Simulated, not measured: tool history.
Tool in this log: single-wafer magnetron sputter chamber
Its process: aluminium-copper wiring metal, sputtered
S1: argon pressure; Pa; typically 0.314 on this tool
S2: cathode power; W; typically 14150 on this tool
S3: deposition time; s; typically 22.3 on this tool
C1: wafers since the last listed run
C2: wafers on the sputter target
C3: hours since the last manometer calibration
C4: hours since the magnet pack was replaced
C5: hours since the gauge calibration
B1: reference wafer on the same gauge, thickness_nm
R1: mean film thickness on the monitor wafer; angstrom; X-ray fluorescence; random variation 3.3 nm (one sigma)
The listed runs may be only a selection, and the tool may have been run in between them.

| run | hour | S1 | S2 | S3 | C1 | C2 | C3 | C4 | C5 | B1 | R1 |
|---|---|---|---|---|---|---|---|---|---|---|---|
| 1 | 0.0 | 0.314 | 13100 | 20.7 | 0 | 6248 | 534.1 | 6705.1 | 1106.5 | 544.482 | 5406.51 |
| 2 | 29.3 | 0.314 | 14150 | 22.3 | 707 | 6956 | 563.4 | 6734.4 | 1135.8 | 544.385 | 6117.79 |
|  | 77.2 | sputter target and shields replaced |
| 3 | 97.5 | 0.314 | 14150 | 22.3 | 1454 | 490 | 631.6 | 6802.6 | 1204.0 | 543.727 | 6005.44 |
| 4 | 122.9 | 0.314 | 14150 | 22.3 | 613 | 1104 | 657.0 | 6828.0 | 1229.4 | 544.806 | 6031.74 |
| 5 | 156.7 | 0.314 | 14150 | 22.3 | 816 | 1920 | 690.8 | 6861.8 | 1263.2 | 544.555 | 6032.80 |
| 6 | 207.8 | 0.314 | 14150 | 22.3 | 1234 | 3155 | 741.9 | 6912.9 | 1314.3 | 544.149 | 6038.71 |
| 7 | 259.1 | 0.314 | 14150 | 22.3 | 1239 | 4394 | 793.2 | 6964.2 | 1365.6 | 545.106 | 6004.64 |
| 8 | 301.3 | 0.314 | 14150 | 22.3 | 1019 | 5414 | 835.4 | 7006.4 | 1407.8 | 544.734 | 5940.96 |
|  | 332.0 | sputter target and shields replaced, repeated, since the last time left the tool worse |
| 9 | 332.5 | 0.314 | 14150 | 22.3 | 560 | 11 | 866.6 | 7037.6 | 1439.0 | 544.160 | 6240.92 |
| 10 | 399.5 | 0.350 | 11500 | 22.3 | 1618 | 1630 | 933.6 | 7104.6 | 1506.0 | 545.387 | 5271.60 |
| 11 | 426.7 | 0.314 | 14150 | 22.3 | 657 | 2287 | 960.8 | 7131.8 | 1533.2 | 543.460 | 6282.01 |
| 12 | 489.2 | 0.314 | 14150 | 22.3 | 1509 | 3797 | 1023.3 | 7194.3 | 1595.7 | 543.940 | 6194.14 |
| 13 | 535.8 | 0.314 | 14150 | 22.3 | 1125 | 4923 | 1069.9 | 7240.9 | 1642.3 | 543.854 | 6272.63 |
| 14 | 562.6 | 0.314 | 14150 | 22.3 | 647 | 5570 | 1096.7 | 7267.7 | 1669.1 | 544.635 | 6194.70 |
| 15 | 625.5 | 0.314 | 14150 | 22.3 | 1519 | 7090 | 1159.6 | 7330.6 | 1732.0 | 543.467 | 6129.00 |
| 16 | 669.9 | 0.314 | 14150 | 22.3 | 1072 | 8162 | 1204.0 | 7375.0 | 1776.4 | 544.636 | 6162.52 |
|  | 723.1 | magnet pack replaced |
| 17 | 723.6 | 0.436 | 16550 | 19.7 | 1104 | 9266 | 1257.7 | 0.5 | 1830.1 | 544.002 | 5552.54 |
| 18 | 753.4 | 0.379 | 11500 | 24.2 | 719 | 9986 | 1287.5 | 30.3 | 1859.9 | 544.189 | 5447.07 |
|  | 761.8 | sputter target and shields replaced |
|  | 781.6 | capacitance manometer re-zeroed and calibrated |
|  | 876.6 | gauge calibrated |
| 19 | 961.6 | 0.314 | 14150 | 22.3 | 4643 | 4634 | 180.0 | 238.5 | 85.0 | 544.062 | 6238.33 |
| 20 | 1015.7 | 0.314 | 14150 | 22.3 | 1307 | 5941 | 234.1 | 292.6 | 139.1 | 544.082 | 6202.22 |
| 21 | 1085.8 | 0.427 | 14150 | 24.7 | 1693 | 7634 | 304.2 | 362.7 | 209.2 | 544.141 | 6281.12 |
|  | 1130.6 | sputter target and shields replaced |
| 22 | 1152.7 | 0.356 | 17150 | 22.3 | 1422 | 534 | 371.1 | 429.6 | 276.1 | 544.524 | 7010.31 |
| 23 | 1186.1 | 0.314 | 14150 | 22.3 | 806 | 1341 | 404.5 | 463.0 | 309.5 | 543.887 | 6272.41 |
| 24 | 1237.8 | 0.392 | 17100 | 22.3 | 1249 | 2590 | 456.2 | 514.7 | 361.2 | 544.057 | 6824.22 |
| 25 | 1279.3 | 0.279 | 14150 | 22.3 | 1002 | 3593 | 497.7 | 556.2 | 402.7 | 545.050 | 6413.80 |
| 26 | 1310.2 | 0.314 | 14150 | 22.3 | 746 | 4339 | 528.6 | 587.1 | 433.6 | 543.179 | 6255.74 |
| 27 | 1381.3 | 0.235 | 14150 | 26.3 | 1717 | 6057 | 599.7 | 658.2 | 504.7 | 544.276 | 7704.27 |
| 28 | 1407.9 | 0.392 | 17100 | 22.3 | 642 | 6699 | 626.3 | 684.8 | 531.3 | 544.167 | 6795.83 |
| 29 | 1449.9 | 0.252 | 11950 | 20.6 | 1014 | 7714 | 668.3 | 726.8 | 573.3 | 544.916 | 5248.69 |
| 30 | 1481.4 | 0.365 | 14150 | 22.3 | 761 | 8475 | 699.8 | 758.3 | 604.8 | 543.538 | 5927.95 |
| 31 | 1518.0 | 0.405 | 12600 | 22.3 | 884 | 9359 | 736.4 | 794.9 | 641.4 | 544.230 | 5248.37 |
| 32 | 1543.0 | 0.245 | 11000 | 26.7 | 603 | 9963 | 761.4 | 819.9 | 666.4 | 544.458 | 6370.05 |
|  | 1575.4 | sputter target and shields replaced |
| 33 | 1575.9 | 0.314 | 14150 | 22.3 | 601 | 11 | 794.3 | 852.8 | 699.3 | 543.321 | 6322.79 |
| 34 | 1643.6 | 0.314 | 13150 | 20.2 | 1635 | 1647 | 862.0 | 920.5 | 767.0 | 543.627 | 5389.19 |

Hidden state at the last listed run before each entry between runs and at the first one after, where it differs:
Run 2 -> run 3: sputter target and shields replaced (hour 77.2)
  deposition rate above that of a new target (%): -1.89 -> -4.27
  measured less the result without the state, R1: -117.82 -> -267.70 angstrom
Run 8 -> run 9: sputter target and shields replaced, repeated, since the last time left the tool worse (hour 332.0)
  deposition rate above that of a new target (%): -5.34 -> -0.125
  measured less the result without the state, R1: -334.96 -> -7.78 angstrom
Run 16 -> run 17: magnet pack replaced (hour 723.1)
  deposition rate above that of a new target (%): -2.58 -> -3.42
  measured less the result without the state, R1: -162.98 -> -196.49 angstrom
Run 18 -> run 19: sputter target and shields replaced (hour 761.8); capacitance manometer re-zeroed and calibrated (hour 781.6); gauge calibrated (hour 876.6)
  deposition rate above that of a new target (%): -3.94 -> -1.23
  measured less the result without the state, R1: -223.30 -> -77.46 angstrom
Run 21 -> run 22: sputter target and shields replaced (hour 1130.6)
  deposition rate above that of a new target (%): -2.62 -> -0.193
  measured less the result without the state, R1: -169.26 -> -13.56 angstrom
Run 32 -> run 33: sputter target and shields replaced (hour 1575.4)
  deposition rate above that of a new target (%): -3.84 -> -0.0182
  measured less the result without the state, R1: -254.09 -> -1.15 angstrom
